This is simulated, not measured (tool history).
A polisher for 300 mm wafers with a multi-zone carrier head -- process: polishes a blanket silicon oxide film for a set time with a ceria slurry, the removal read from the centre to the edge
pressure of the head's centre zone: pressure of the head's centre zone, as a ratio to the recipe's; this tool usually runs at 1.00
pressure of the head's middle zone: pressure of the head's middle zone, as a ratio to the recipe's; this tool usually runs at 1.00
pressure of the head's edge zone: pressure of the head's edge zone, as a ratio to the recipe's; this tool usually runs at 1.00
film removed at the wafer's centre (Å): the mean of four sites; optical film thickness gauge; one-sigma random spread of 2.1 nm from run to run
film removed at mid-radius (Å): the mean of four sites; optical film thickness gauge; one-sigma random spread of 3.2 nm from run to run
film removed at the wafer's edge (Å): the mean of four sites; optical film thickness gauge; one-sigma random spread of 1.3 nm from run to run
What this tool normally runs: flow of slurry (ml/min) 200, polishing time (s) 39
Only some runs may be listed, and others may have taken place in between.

run,day,flow of slurry (ml/min),pressure of the head's centre zone,pressure of the head's middle zone,pressure of the head's edge zone,polishing time (s),wafers since the last listed run,wafers polished on this pad,hours since the slurry nozzle was cleaned,hours since the centre zone pressure was calibrated,hours since the edge zone pressure was calibrated,hours since the carrier head's membrane was replaced,"incoming thickness of the incoming film, nm",film removed at the wafer's centre (Å),film removed at mid-radius (Å),film removed at the wafer's edge (Å)
1,0.000,200,1.00,1.00,1.00,39,0,757,148.9,355.8,288.8,47.4,1483.7,2063,2056,2040
2,2.079,200,1.00,1.00,1.00,39,399,1157,198.8,405.7,338.7,97.3,1481.4,2038,2037,2055
3,4.225,200,1.00,1.00,1.00,39,412,1569,250.3,457.2,390.2,148.8,1455.4,2011,1986,2047
# day 5.975: slurry nozzle cleaned
4,6.650,200,1.00,1.00,1.00,39,457,2027,16.2,515.4,448.4,207.0,1447.5,2117,2082,2094
5,8.479,225,1.00,1.00,1.09,39,351,2378,60.1,559.3,492.3,250.9,1469.5,2092,2156,2170
6,9.929,200,1.00,0.93,0.90,30,278,2657,94.9,594.1,527.1,285.7,1460.1,1556,1503,1530
# day 10.271: worn pad replaced by a new one
7,12.096,265,1.00,1.09,0.94,39,384,350,146.9,646.1,579.1,337.7,1481.1,2110,2322,2045
8,13.892,155,1.00,0.89,1.08,30,345,695,190.0,689.2,622.2,380.8,1479.4,1411,1348,1559
9,16.271,235,1.07,1.00,1.06,43,457,1152,247.1,746.3,679.3,437.9,1448.7,2405,2311,2306
# day 16.496: centre zone pressure recalibrated
10,19.008,200,1.09,0.97,0.90,50,510,1662,312.8,60.3,745.0,503.6,1480.2,2716,2477,2490
# day 19.812: slurry nozzle cleaned
11,20.933,145,1.00,1.00,1.00,39,361,2024,26.9,106.5,791.2,549.8,1466.9,1959,1987,1999
12,22.100,200,1.07,1.00,1.07,39,224,2249,54.9,134.5,819.2,577.8,1480.3,2195,2076,2119
# day 24.046: worn pad replaced by a new one
13,24.067,200,1.00,1.00,1.04,39,345,3,102.1,181.7,866.4,625.0,1469.3,2016,2042,2095
14,25.462,135,1.00,0.95,1.00,46,268,272,135.6,215.2,899.9,658.5,1463.0,2160,2126,2253
15,26.675,200,1.00,1.00,1.00,39,232,505,164.7,244.3,929.0,687.6,1459.4,1952,2066,2037
# day 27.000: edge zone pressure recalibrated
16,28.588,265,1.00,1.09,0.94,39,351,856,210.6,290.2,38.1,733.5,1474.6,2077,2249,2045
17,31.033,200,1.09,0.97,0.90,50,469,1326,269.3,348.9,96.8,792.2,1464.8,2743,2537,2518
18,33.112,200,1.00,1.00,0.97,39,399,1726,319.2,398.8,146.7,842.1,1466.8,1970,2021,2008
# day 34.971: slurry nozzle cleaned
19,34.992,230,1.00,1.00,1.00,39,353,2079,0.5,443.9,191.8,887.2,1478.0,2095,2161,2153
# day 37.058: worn pad replaced by a new one
20,37.867,200,1.09,1.00,0.89,47,520,155,69.5,512.9,260.8,956.2,1441.6,2728,2463,2397
21,44.633,200,1.00,1.00,0.93,31,1300,1455,231.9,675.3,423.2,1118.6,1471.4,1563,1572,1547

Each run again, without the hidden state but with its own random variation kept:
Hidden state at play: removal rate lost through wear of the pad, %; slurry flow missing at the pad, %; deviation of the centre zone's pressure from its setpoint, %; deviation of the edge zone's pressure from its setpoint, %.
run,film removed at the wafer's centre (Å),film removed at mid-radius (Å),film removed at the wafer's edge (Å)
1,2165,2146,2104
2,2156,2142,2132
3,2140,2098,2130
4,2149,2110,2115
5,2156,2214,2213
6,1628,1564,1576
7,2207,2417,2108
8,1534,1450,1641
9,2563,2446,2404
10,2938,2656,2618
11,2020,2042,2039
12,2274,2142,2168
13,2123,2138,2167
14,2355,2293,2374
15,2088,2193,2127
16,2201,2369,2126
17,2977,2728,2653
18,2146,2180,2121
19,2119,2183,2169
20,2851,2561,2466
21,1697,1691,1631
